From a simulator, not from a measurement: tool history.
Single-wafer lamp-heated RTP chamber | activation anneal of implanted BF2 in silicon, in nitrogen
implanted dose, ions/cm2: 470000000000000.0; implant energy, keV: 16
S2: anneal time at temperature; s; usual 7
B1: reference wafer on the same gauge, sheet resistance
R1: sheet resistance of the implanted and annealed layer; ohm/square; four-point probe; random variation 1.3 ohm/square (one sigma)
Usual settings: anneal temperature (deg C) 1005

run 1 hour=0.0 | anneal_temperature_(deg_C)=1005 S2=7 | B1=240.32 | R1=267.75
run 2 hour=28.0 | anneal_temperature_(deg_C)=1005 S2=7 | B1=240.23 | R1=267.84
-- hour=44.3 reflector plate cleaned
run 3 hour=83.6 | anneal_temperature_(deg_C)=1005 S2=7 | B1=240.13 | R1=267.85
-- hour=126.3 pyrometer window cleaned and pyrometer calibrated
run 4 hour=153.5 | anneal_temperature_(deg_C)=1005 S2=7 | B1=239.50 | R1=270.53
run 5 hour=200.1 | anneal_temperature_(deg_C)=1005 S2=7 | B1=240.25 | R1=272.10
run 6 hour=251.0 | anneal_temperature_(deg_C)=1005 S2=7 | B1=240.38 | R1=270.09
run 7 hour=307.3 | anneal_temperature_(deg_C)=1005 S2=7 | B1=240.34 | R1=268.69
run 8 hour=364.3 | anneal_temperature_(deg_C)=1005 S2=7 | B1=240.42 | R1=269.50
run 9 hour=425.1 | anneal_temperature_(deg_C)=1005 S2=7 | B1=239.59 | R1=270.37
run 10 hour=454.8 | anneal_temperature_(deg_C)=1005 S2=7 | B1=239.66 | R1=270.08
-- hour=464.6 reflector plate cleaned
run 11 hour=490.2 | anneal_temperature_(deg_C)=1005 S2=7 | B1=239.72 | R1=267.08
-- hour=538.6 pyrometer window cleaned and pyrometer calibrated
-- hour=553.6 gauge calibrated
run 12 hour=557.7 | anneal_temperature_(deg_C)=1005 S2=7 | B1=239.95 | R1=273.65
run 13 hour=622.5 | anneal_temperature_(deg_C)=987 S2=3 | B1=240.22 | R1=293.43
run 14 hour=689.4 | anneal_temperature_(deg_C)=1030 S2=10 | B1=239.93 | R1=254.44
run 15 hour=721.2 | anneal_temperature_(deg_C)=1005 S2=7 | B1=240.05 | R1=267.95
run 16 hour=768.9 | anneal_temperature_(deg_C)=987 S2=3 | B1=239.78 | R1=294.20
run 17 hour=813.7 | anneal_temperature_(deg_C)=1005 S2=5 | B1=239.91 | R1=269.80
run 18 hour=861.9 | anneal_temperature_(deg_C)=979 S2=3 | B1=239.72 | R1=301.17
-- hour=892.6 pyrometer window cleaned and pyrometer calibrated
-- hour=915.1 reflector plate cleaned
run 19 hour=929.2 | anneal_temperature_(deg_C)=1005 S2=7 | B1=239.87 | R1=273.93
run 20 hour=980.6 | anneal_temperature_(deg_C)=1005 S2=4 | B1=239.92 | R1=277.56
run 21 hour=1015.9 | anneal_temperature_(deg_C)=1005 S2=9 | B1=239.76 | R1=269.65
run 22 hour=1056.7 | anneal_temperature_(deg_C)=986 S2=7 | B1=240.59 | R1=280.87
run 23 hour=1116.0 | anneal_temperature_(deg_C)=1026 S2=6 | B1=239.98 | R1=258.44
run 24 hour=1172.0 | anneal_temperature_(deg_C)=997 S2=4 | B1=239.89 | R1=280.20
run 25 hour=1197.9 | anneal_temperature_(deg_C)=1027 S2=4 | B1=240.48 | R1=261.91

4 ways to go on from here, each from the tool as it stands after run 25. What would each give?
run A hour=1198.3 | anneal_temperature_(deg_C)=993 S2=7 | B1=? | R1=?
run B hour=1198.3 | anneal_temperature_(deg_C)=989 S2=7 | B1=? | R1=?
run C hour=1198.3 | anneal_temperature_(deg_C)=991 S2=3 | B1=? | R1=?
run D hour=1198.3 | anneal_temperature_(deg_C)=1024 S2=7 | B1=? | R1=?

run=A B1=239.58 R1=277.61
run=B B1=239.58 R1=280.30
run=C B1=239.58 R1=290.08
run=D B1=239.58 R1=262.01
Without the tool's hidden state the same runs would have given:
run=A R1=287.89
run=B R1=291.94
run=C R1=301.84
run=D R1=268.07
